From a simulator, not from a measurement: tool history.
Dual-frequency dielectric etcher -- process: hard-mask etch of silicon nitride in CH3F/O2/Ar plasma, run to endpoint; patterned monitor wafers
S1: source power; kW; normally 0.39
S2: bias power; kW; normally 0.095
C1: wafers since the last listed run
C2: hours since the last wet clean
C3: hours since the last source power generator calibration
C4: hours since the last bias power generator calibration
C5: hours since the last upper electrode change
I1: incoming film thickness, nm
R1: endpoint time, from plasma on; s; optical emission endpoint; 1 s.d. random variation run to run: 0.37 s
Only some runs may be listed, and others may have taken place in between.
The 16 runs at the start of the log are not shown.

| run | day | S1 | S2 | C1 | C2 | C3 | C4 | C5 | I1 | R1 |
|---|---|---|---|---|---|---|---|---|---|---|
| 17 | 55.3 | 0.45 | 0.119 | 2025 | 727.3 | 837.8 | 4523.9 | 2202.8 | 48.7 | 57.8 |
|  | 56.662 | bias power generator calibrated |
|  | 57.608 | wet clean of the chamber |
| 18 | 58.846 | 0.34 | 0.102 | 535 | 29.7 | 922.9 | 52.4 | 2287.9 | 49.11 | 69.2 |
| 19 | 71.267 | 0.43 | 0.109 | 2733 | 327.8 | 1221 | 350.5 | 2586 | 49.38 | 61.5 |
| 20 | 75.492 | 0.39 | 0.08 | 929 | 429.2 | 1322.4 | 451.9 | 2687.4 | 49.54 | 72.2 |
| 21 | 79.117 | 0.33 | 0.073 | 797 | 516.2 | 1409.4 | 538.9 | 2774.4 | 49.32 | 80.3 |
| 22 | 81.9 | 0.39 | 0.095 | 612 | 583 | 1476.2 | 605.7 | 2841.2 | 49.13 | 68.5 |
| 23 | 84.058 | 0.34 | 0.107 | 474 | 634.8 | 1528 | 657.5 | 2893 | 49 | 69 |
|  | 87.142 | upper electrode replaced |
| 24 | 87.162 | 0.39 | 0.095 | 463 | 709.3 | 1602.5 | 732 | 0.5 | 49.03 | 68.7 |
| 25 | 89.129 | 0.36 | 0.074 | 432 | 756.5 | 1649.7 | 779.2 | 47.7 | 49.32 | 77.4 |
|  | 90.433 | wet clean of the chamber |
| 26 | 90.929 | 0.46 | 0.095 | 176 | 11.9 | 1692.9 | 822.4 | 90.9 | 49.35 | 62.8 |
| 27 | 93.983 | 0.39 | 0.095 | 672 | 85.2 | 1766.2 | 895.7 | 164.2 | 49.28 | 66.7 |
| 28 | 97.771 | 0.32 | 0.119 | 833 | 176.1 | 1857.1 | 986.6 | 255.1 | 48.96 | 66.9 |
| 29 | 101.871 | 0.39 | 0.095 | 902 | 274.5 | 1955.5 | 1085 | 353.5 | 49.4 | 67.8 |
| 30 | 105.771 | 0.39 | 0.081 | 858 | 368.1 | 2049.1 | 1178.6 | 447.1 | 49.01 | 71.9 |
| 31 | 109.804 | 0.48 | 0.095 | 887 | 464.9 | 2145.9 | 1275.4 | 543.9 | 48.86 | 60.9 |
| 32 | 113.412 | 0.43 | 0.111 | 793 | 551.5 | 2232.5 | 1362 | 630.5 | 49.62 | 61.1 |
| 33 | 116.762 | 0.31 | 0.095 | 737 | 631.9 | 2312.9 | 1442.4 | 710.9 | 49.18 | 75.5 |
| 34 | 118.838 | 0.39 | 0.095 | 456 | 681.7 | 2362.7 | 1492.2 | 760.7 | 49.19 | 67.9 |
|  | 122.058 | wet clean of the chamber |
| 35 | 122.675 | 0.34 | 0.109 | 624 | 14.8 | 2454.8 | 1584.3 | 852.8 | 49.07 | 66.9 |

Consider 4 possible next runs. They are alternatives, not a sequence: every one starts from the tool as it was left by run 35. What does each give?
| A | 122.692 | 0.39 | 0.115 | 3 | 15.2 | 2455.2 | 1584.7 | 853.2 | 49.19 | ? |
| B | 122.692 | 0.31 | 0.079 | 3 | 15.2 | 2455.2 | 1584.7 | 853.2 | 49.19 | ? |
| C | 122.692 | 0.32 | 0.087 | 3 | 15.2 | 2455.2 | 1584.7 | 853.2 | 49.19 | ? |
| D | 122.692 | 0.48 | 0.074 | 3 | 15.2 | 2455.2 | 1584.7 | 853.2 | 49.19 | ? |

| run | R1 |
|---|---|
| A | 61.6 |
| B | 79 |
| C | 75 |
| D | 66.2 |
Without the tool's hidden state the same runs would have given:
| run | R1 |
|---|---|
| A | 61.6 |
| B | 78.9 |
| C | 75 |
| D | 66.2 |

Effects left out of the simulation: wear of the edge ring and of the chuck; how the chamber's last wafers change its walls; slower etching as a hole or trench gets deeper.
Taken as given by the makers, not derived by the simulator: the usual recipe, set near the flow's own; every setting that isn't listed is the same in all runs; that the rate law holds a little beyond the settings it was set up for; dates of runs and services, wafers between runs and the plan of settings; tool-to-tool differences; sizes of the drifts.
